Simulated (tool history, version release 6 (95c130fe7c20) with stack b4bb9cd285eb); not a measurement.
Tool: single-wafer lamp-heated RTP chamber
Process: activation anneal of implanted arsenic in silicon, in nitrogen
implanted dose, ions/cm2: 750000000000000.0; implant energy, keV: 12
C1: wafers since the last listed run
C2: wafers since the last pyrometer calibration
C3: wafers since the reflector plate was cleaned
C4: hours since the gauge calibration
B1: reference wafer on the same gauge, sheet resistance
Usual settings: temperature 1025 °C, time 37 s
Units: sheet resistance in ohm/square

Run 1, hour 0.0: usual settings; C1 0; C2 441; C3 441; C4 259.7; B1 136.96. Result: sheet resistance 149.85 ohm/square.
Run 2, hour 31.9: usual settings; C1 570; C2 1012; C3 1012; C4 291.6; B1 137.02. Result: sheet resistance 149.06 ohm/square.
Run 3, hour 48.1: usual settings but temperature 1017 °C; C1 289; C2 1301; C3 1301; C4 307.8; B1 136.95. Result: sheet resistance 151.32 ohm/square.
Run 4, hour 83.4: usual settings but temperature 1017 °C; C1 631; C2 1933; C3 1933; C4 343.1; B1 137.01. Result: sheet resistance 150.32 ohm/square.
Run 5, hour 107.6: usual settings but temperature 1017 °C; C1 432; C2 2365; C3 2365; C4 367.3; B1 136.99. Result: sheet resistance 149.96 ohm/square.
Run 6, hour 143.1: usual settings; C1 634; C2 3000; C3 3000; C4 402.8; B1 136.96. Result: sheet resistance 147.06 ohm/square.
At hour 180.7: pyrometer window cleaned and pyrometer calibrated.
Run 7, hour 181.2: usual settings; C1 538; C2 9; C3 3539; C4 440.9; B1 137.06. Result: sheet resistance 148.78 ohm/square.
Run 8, hour 190.8: usual settings but time 20 s; C1 171; C2 181; C3 3710; C4 450.5; B1 137.01. Result: sheet resistance 157.83 ohm/square.
Run 9, hour 205.8: usual settings but time 20 s; C1 268; C2 449; C3 3978; C4 465.5; B1 136.97. Result: sheet resistance 157.55 ohm/square.
Run 10, hour 227.5: usual settings; C1 388; C2 837; C3 4367; C4 487.2; B1 136.96. Result: sheet resistance 147.96 ohm/square.
Run 11, hour 261.1: usual settings; C1 600; C2 1438; C3 4967; C4 520.8; B1 137.15. Result: sheet resistance 147.73 ohm/square.
Run 12, hour 273.9: usual settings; C1 228; C2 1667; C3 5196; C4 533.6; B1 137.07. Result: sheet resistance 147.27 ohm/square.
Run 13, hour 298.0: usual settings but time 31 s; C1 430; C2 2098; C3 5627; C4 557.7; B1 136.85. Result: sheet resistance 149.30 ohm/square.
Run 14, hour 333.2: usual settings but time 31 s; C1 629; C2 2727; C3 6257; C4 592.9; B1 137.00. Result: sheet resistance 148.45 ohm/square.
Run 15, hour 351.8: usual settings but time 31 s; C1 332; C2 3060; C3 6589; C4 611.5; B1 137.02. Result: sheet resistance 148.16 ohm/square.
At hour 370.0: pyrometer window cleaned and pyrometer calibrated.
At hour 392.4: reflector plate cleaned.
Run 16, hour 409.5: usual settings; C1 745; C2 563; C3 306; C4 669.2; B1 137.05. Result: sheet resistance 150.95 ohm/square.
Run 17, hour 427.4: usual settings; C1 320; C2 883; C3 626; C4 687.1; B1 136.96. Result: sheet resistance 149.65 ohm/square.
Run 18, hour 455.1: usual settings; C1 495; C2 1379; C3 1122; C4 714.8; B1 137.08. Result: sheet resistance 148.72 ohm/square.
Run 19, hour 488.2: usual settings; C1 591; C2 1970; C3 1714; C4 747.9; B1 137.13. Result: sheet resistance 148.63 ohm/square.
Run 20, hour 501.7: usual settings; C1 241; C2 2212; C3 1955; C4 761.4; B1 137.06. Result: sheet resistance 148.74 ohm/square.
At hour 531.9: gauge calibrated.
At hour 534.3: pyrometer window cleaned and pyrometer calibrated.
Run 21, hour 534.8: usual settings but temperature 1035 °C, time 46 s; C1 448; C2 9; C3 2404; C4 2.9; B1 137.04. Result: sheet resistance 144.56 ohm/square.
Run 22, hour 560.7: usual settings; C1 463; C2 472; C3 2867; C4 28.8; B1 137.03. Result: sheet resistance 149.06 ohm/square.
Run 23, hour 584.5: usual settings but time 44 s; C1 425; C2 898; C3 3293; C4 52.6; B1 137.02. Result: sheet resistance 147.15 ohm/square.
Run 24, hour 600.1: usual settings but temperature 1008 °C, time 24 s; C1 278; C2 1177; C3 3572; C4 68.2; B1 137.02. Result: sheet resistance 161.76 ohm/square.
Run 25, hour 618.0: usual settings but temperature 1042 °C; C1 320; C2 1497; C3 3892; C4 86.1; B1 137.01. Result: sheet resistance 143.93 ohm/square.
Run 26, hour 641.3: usual settings but temperature 1017 °C, time 44 s; C1 416; C2 1913; C3 4308; C4 109.4; B1 137.15. Result: sheet resistance 148.17 ohm/square.
Run 27, hour 657.7: usual settings but temperature 1003 °C; C1 293; C2 2207; C3 4602; C4 125.8; B1 136.97. Result: sheet resistance 154.94 ohm/square.
Run 28, hour 676.4: usual settings; C1 334; C2 2541; C3 4936; C4 144.5; B1 137.11. Result: sheet resistance 147.27 ohm/square.
Run 29, hour 698.8: usual settings but temperature 1051 °C, time 30 s; C1 400; C2 2942; C3 5337; C4 166.9; B1 136.99. Result: sheet resistance 142.37 ohm/square.
Run 30, hour 717.7: usual settings but temperature 1006 °C, time 49 s; C1 337; C2 3280; C3 5675; C4 185.8; B1 137.01. Result: sheet resistance 148.58 ohm/square.
At hour 733.3: pyrometer window cleaned and pyrometer calibrated.
Run 31, hour 744.4: usual settings but temperature 1052 °C, time 48 s; C1 334; C2 197; C3 6009; C4 212.5; B1 136.97. Result: sheet resistance 138.76 ohm/square.
Run 32, hour 757.8: usual settings but temperature 1046 °C, time 54 s; C1 239; C2 437; C3 6249; C4 225.9; B1 137.02. Result: sheet resistance 138.21 ohm/square.
Run 33, hour 773.8: usual settings; C1 286; C2 723; C3 6535; C4 241.9; B1 137.06. Result: sheet resistance 147.78 ohm/square.
Run 34, hour 881.0: usual settings but temperature 1038 °C, time 54 s; C1 1917; C2 2640; C3 8452; C4 349.1; B1 137.11. Result: sheet resistance 138.31 ohm/square.
Run 35, hour 893.2: usual settings but temperature 1049 °C, time 44 s; C1 218; C2 2858; C3 8670; C4 361.3; B1 137.01. Result: sheet resistance 137.84 ohm/square.

Measured less the same run without the tool's hidden state. The same run-to-run variation is in both; the gauge's scatter may not be:
The hidden state here: true wafer temperature minus pyrometer reading, K; wafer temperature error from the tarnished reflector plate, K; gauge reads high (%).
run  sheet resistance
  1             -1.54
  2             -2.13
  3             -2.74
  4             -3.45
  5             -3.92
  6             -4.12
  7             -2.08
  8             -2.65
  9             -2.97
 10             -2.93
 11             -3.53
 12             -3.76
 13             -4.40
 14             -5.02
 15             -5.35
 16             -1.05
 17             -1.39
 18             -1.91
 19             -2.52
 20             -2.78
 21             -0.93
 22             -1.60
 23             -1.96
 24             -3.13
 25             -2.28
 26             -3.31
 27             -4.55
 28             -3.71
 29             -3.62
 30             -5.32
 31             -1.97
 32             -2.16
 33             -3.03
 34             -4.07
 35             -4.28
